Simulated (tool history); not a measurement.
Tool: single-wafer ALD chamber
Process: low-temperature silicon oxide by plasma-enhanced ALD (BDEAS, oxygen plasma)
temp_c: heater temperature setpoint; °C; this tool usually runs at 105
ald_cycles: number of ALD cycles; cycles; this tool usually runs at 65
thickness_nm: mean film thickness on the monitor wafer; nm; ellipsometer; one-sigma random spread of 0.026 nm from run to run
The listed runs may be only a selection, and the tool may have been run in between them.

run	day	temp_c	ald_cycles	wafers since the last listed run	hours since the last thermocouple change	hours since the gauge calibration	read-back reference wafer on the same gauge, thickness_nm	thickness_nm
1	0	105	57	0	2197.4	70.8	11.693	9.117
2	1.317	105	57	178	2229	102.4	11.698	9.159
3	1.892	105	57	77	2242.8	116.2	11.698	9.181
4	2.929	105	73	140	2267.7	141.1	11.699	11.737
5	3.483	105	73	75	2281	154.4	11.714	11.755
6	4.675	105	65	161	2309.6	183	11.704	10.412
7	5.867	105	65	161	2338.2	211.6	11.698	10.453
8	6.838	97	73	131	2361.5	234.9	11.696	11.92
9	8.15	97	73	177	2393	266.4	11.69	11.89
10	9.388	105	65	167	2422.7	296.1	11.709	10.429
11	11.375	98	65	269	2470.4	343.8	11.687	10.615
12	12.075	98	65	94	2487.2	360.6	11.691	10.578
13	12.583	105	65	68	2499.4	372.8	11.699	10.428
14	13.929	105	65	182	2531.7	405.1	11.715	10.458
15	15.2	105	70	172	2562.2	435.6	11.7	11.28
16	15.712	98	65	69	2574.5	447.9	11.692	10.6
17	16.571	105	65	116	2595.1	468.5	11.687	10.444
# day 17.238: thermocouple changed; heater temperature recalibrated
18	17.95	98	58	141	17.1	501.6	11.712	9.464
19	18.833	118	53	119	38.3	522.8	11.706	8.311
20	20.271	105	65	194	72.8	557.3	11.701	10.415
21	20.879	113	74	82	87.4	571.9	11.694	11.681
22	22.158	105	72	173	118.1	602.6	11.693	11.553
# day 23.338: gauge calibrated
23	23.408	105	65	169	148.1	1.7	11.681	10.448

Run 24 has not been measured yet. What should we expect?
24	24.571	114	57	157	176	29.6	?	?

Run 24 gave read-back reference wafer on the same gauge, thickness_nm 11.697, thickness_nm 9.012 nm.
With the hidden condition absent and the run-to-run variation left alone, this run would have shown thickness_nm 9.012 nm.
